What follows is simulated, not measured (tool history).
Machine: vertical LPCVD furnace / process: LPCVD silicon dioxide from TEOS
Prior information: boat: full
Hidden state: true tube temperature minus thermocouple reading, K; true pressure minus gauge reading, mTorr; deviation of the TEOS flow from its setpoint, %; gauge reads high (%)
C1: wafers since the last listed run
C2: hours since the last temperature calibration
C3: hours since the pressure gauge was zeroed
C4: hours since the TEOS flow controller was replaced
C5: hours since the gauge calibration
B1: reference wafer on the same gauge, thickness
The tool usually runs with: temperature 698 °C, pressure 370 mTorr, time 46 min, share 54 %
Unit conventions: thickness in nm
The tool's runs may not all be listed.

Run 1, hour 0.0: usual settings; C1 0; C2 3697.5; C3 1593.0; C4 2986.7; C5 247.5; B1 361.19. Result: thickness 342.90 nm.
Run 2, hour 13.5: usual settings; C1 264; C2 3711.0; C3 1606.5; C4 3000.2; C5 261.0; B1 360.94. Result: thickness 344.53 nm.
Run 3, hour 22.2: usual settings; C1 170; C2 3719.7; C3 1615.2; C4 3008.9; C5 269.7; B1 360.95. Result: thickness 344.27 nm.
Run 4, hour 37.8: usual settings; C1 306; C2 3735.3; C3 1630.8; C4 3024.5; C5 285.3; B1 360.91. Result: thickness 344.17 nm.
Run 5, hour 46.7: usual settings; C1 174; C2 3744.2; C3 1639.7; C4 3033.4; C5 294.2; B1 361.05. Result: thickness 343.68 nm.
Run 6, hour 77.5: usual settings; C1 604; C2 3775.0; C3 1670.5; C4 3064.2; C5 325.0; B1 361.10. Result: thickness 343.94 nm.
Run 7, hour 89.6: usual settings; C1 237; C2 3787.1; C3 1682.6; C4 3076.3; C5 337.1; B1 360.82. Result: thickness 344.92 nm.
At hour 121.7: thermocouples replaced and temperature profile calibrated.
Run 8, hour 122.2: usual settings; C1 168; C2 0.5; C3 1715.2; C4 3108.9; C5 369.7; B1 360.88. Result: thickness 312.93 nm.
Run 9, hour 126.6: usual settings; C1 86; C2 4.9; C3 1719.6; C4 3113.3; C5 374.1; B1 360.90. Result: thickness 313.04 nm.
At hour 152.7: pressure gauge zeroed.
Run 10, hour 153.2: usual settings; C1 51; C2 31.5; C3 0.5; C4 3139.9; C5 400.7; B1 361.27. Result: thickness 314.24 nm.
At hour 168.8: gauge calibrated.
At hour 179.2: TEOS flow controller replaced.
Run 11, hour 179.7: usual settings; C1 49; C2 58.0; C3 27.0; C4 0.5; C5 10.9; B1 360.96. Result: thickness 315.61 nm.
Run 12, hour 184.1: usual settings; C1 86; C2 62.4; C3 31.4; C4 4.9; C5 15.3; B1 361.27. Result: thickness 315.82 nm.
Run 13, hour 188.5: usual settings; C1 86; C2 66.8; C3 35.8; C4 9.3; C5 19.7; B1 361.15. Result: thickness 315.44 nm.
Run 14, hour 197.9: usual settings but share 62 %; C1 184; C2 76.2; C3 45.2; C4 18.7; C5 29.1; B1 361.02. Result: thickness 339.35 nm.
Run 15, hour 208.2: usual settings but pressure 330 mTorr; C1 202; C2 86.5; C3 55.5; C4 29.0; C5 39.4; B1 361.22. Result: thickness 297.51 nm.

For run 16, what comes out?
Run 16, hour 225.3: usual settings; C1 335; C2 103.6; C3 72.6; C4 46.1; C5 56.5; B1 ?. Result: thickness ?.

B1: 361.01
thickness: 317.00 nm
Were there no unlogged condition in the tool, this run, its random variation unchanged, would have produced thickness 313.75 nm.

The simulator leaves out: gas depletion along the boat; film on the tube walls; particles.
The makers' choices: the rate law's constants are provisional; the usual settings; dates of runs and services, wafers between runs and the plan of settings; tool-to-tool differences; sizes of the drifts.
